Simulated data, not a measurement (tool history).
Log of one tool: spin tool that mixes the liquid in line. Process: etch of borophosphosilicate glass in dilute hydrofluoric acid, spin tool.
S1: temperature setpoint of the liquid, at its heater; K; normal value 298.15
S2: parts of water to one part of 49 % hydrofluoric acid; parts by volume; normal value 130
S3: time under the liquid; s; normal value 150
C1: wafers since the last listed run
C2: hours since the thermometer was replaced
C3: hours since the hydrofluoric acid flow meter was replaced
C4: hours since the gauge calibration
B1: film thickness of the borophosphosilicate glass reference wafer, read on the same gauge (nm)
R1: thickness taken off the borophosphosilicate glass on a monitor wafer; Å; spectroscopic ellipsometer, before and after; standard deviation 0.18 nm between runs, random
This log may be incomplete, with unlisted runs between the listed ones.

run,hour,S1,S2,S3,C1,C2,C3,C4,B1,R1
1,0.0,298.15,130,170,0,988.3,1631.7,127.5,29.99,438.3
2,12.3,298.15,130,170,97,1000.6,1644.0,139.8,30.03,438.0
3,21.1,298.15,130,190,69,1009.4,1652.8,148.6,29.95,492.9
4,29.9,298.15,130,150,69,1018.2,1661.6,157.4,30.01,390.5
5,38.9,298.15,130,150,71,1027.2,1670.6,166.4,30.02,389.0
6,56.6,296.65,130,150,140,1044.9,1688.3,184.1,30.02,363.6
7,70.5,296.65,130,150,110,1058.8,1702.2,198.0,29.96,367.9
8,79.6,300.15,130,150,72,1067.9,1711.3,207.1,29.96,421.0
9,89.8,300.15,130,150,81,1078.1,1721.5,217.3,29.99,420.9
10,102.0,294.65,155,150,96,1090.3,1733.7,229.5,29.98,279.7
11,113.0,294.65,155,150,87,1101.3,1744.7,240.5,30.01,276.6
12,121.2,294.65,155,150,65,1109.5,1752.9,248.7,30.01,278.1
13,135.1,294.65,130,180,110,1123.4,1766.8,262.6,30.00,406.1
14,141.4,298.15,130,150,50,1129.7,1773.1,268.9,30.05,387.4
# hour 147.7: hydrofluoric acid flow meter replaced
15,150.4,295.15,85,175,63,1138.7,2.7,277.9,29.99,588.5
16,159.7,295.15,75,125,73,1148.0,12.0,287.2,29.99,488.7
17,170.4,296.65,195,90,85,1158.7,22.7,297.9,30.01,125.1
# hour 172.5: thermometer replaced
18,179.4,301.65,130,150,63,6.9,31.7,306.9,30.04,399.9
19,186.4,302.15,185,100,55,13.9,38.7,313.9,29.99,180.1

What will run 20 give?
# hour 190.3: gauge calibrated
20,201.2,293.65,130,235,117,28.7,53.5,10.9,?,?

B1: 29.99
R1: 466.2 Å
If the tool had no hidden condition, the same run with the same run-to-run variation would have returned R1 456.2 Å.
